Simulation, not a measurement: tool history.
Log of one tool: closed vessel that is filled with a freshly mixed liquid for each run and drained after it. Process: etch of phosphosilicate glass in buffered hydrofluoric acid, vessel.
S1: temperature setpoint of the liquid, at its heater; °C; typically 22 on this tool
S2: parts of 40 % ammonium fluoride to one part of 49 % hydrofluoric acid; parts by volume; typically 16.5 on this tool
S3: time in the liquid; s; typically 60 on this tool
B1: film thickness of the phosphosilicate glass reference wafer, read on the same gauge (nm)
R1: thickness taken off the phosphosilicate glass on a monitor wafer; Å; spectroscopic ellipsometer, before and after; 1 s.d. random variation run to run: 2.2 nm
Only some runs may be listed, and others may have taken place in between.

run,hour,S1,S2,S3,B1,R1
1,0,22,16.5,60,119.95,1945.4
# hour 33: hydrofluoric acid flow meter replaced
2,65.4,22,16.5,60,120,1919.6
3,162.3,22,16.5,60,119.98,1892.1
4,317.5,22,16.5,60,120.06,1898.4
5,375.5,22,16.5,60,120.02,1850.7
# hour 442.6: thermometer replaced, repeated, since the last time left the tool worse
6,462.6,22,16.5,60,120.05,2210.5
7,501.9,22,16.5,60,119.97,2202.8
8,579.3,20,21,35,119.99,923.6
9,656.9,25.5,15,50,120.03,2422.7
10,713,19,16.5,60,119.97,1860.6
11,799.1,25,16.5,60,120.01,2577.2
12,887.6,22,16.5,85,119.98,3095.3
13,933.8,25.5,16.5,60,120.03,2617.6
14,1006.8,22,16.5,60,119.93,2188.5
15,1106.2,22,20.5,60,119.95,1764.3
16,1212.6,24.5,20.5,90,119.96,2994.4
17,1283.3,22,22,35,120.02,964.9
18,1389,22,16.5,60,120.04,2120.8
19,1426.9,20,16.5,30,119.96,949.3
20,1492.5,22,16.5,60,119.98,2160.6
21,1548.6,20,16.5,30,120,947.2
# hour 1569.3: hydrofluoric acid flow meter replaced
22,1629.8,26,13,30,119.93,1660.4
23,1688.6,20,11.5,60,120,2700.1
24,1795.3,26,13.5,85,119.97,4419.5
25,1861.2,22,16.5,70,119.98,2429.4
26,1963,20,11.5,60,119.97,2636.8
27,2001.3,26.5,16.5,40,120,1748.9
28,2048.1,22,16.5,60,120.04,2059
# hour 2105.6: thermometer replaced
29,2108.8,19,21.5,30,119.97,756.2
30,2149.4,24.5,16.5,45,119.99,1936
31,2241.2,22,21.5,60,120.05,1764.2
32,2277.8,22,11,60,120.02,3364.4

Results for each run, recomputed without the tool's hidden state and with each run's random variation untouched:
What the log doesn't record here: liquid colder than its thermometer reads (K); hydrofluoric acid flow above the setpoint (%); gauge reads high (%).
run,R1
1,2285.1
2,2262.4
3,2240.1
4,2265.5
5,2214.8
6,2235.1
7,2232.3
8,939.3
9,2471.7
10,1905.3
11,2648.3
12,3194.7
13,2705.7
14,2272.7
15,1840.5
16,3137
17,1015.6
18,2243.1
19,1006.5
20,2296.8
21,1010.5
22,1773.6
23,2900
24,4757.1
25,2629.1
26,2869.1
27,1900.7
28,2248.2
29,758.3
30,1944.5
31,1780
32,3401.9
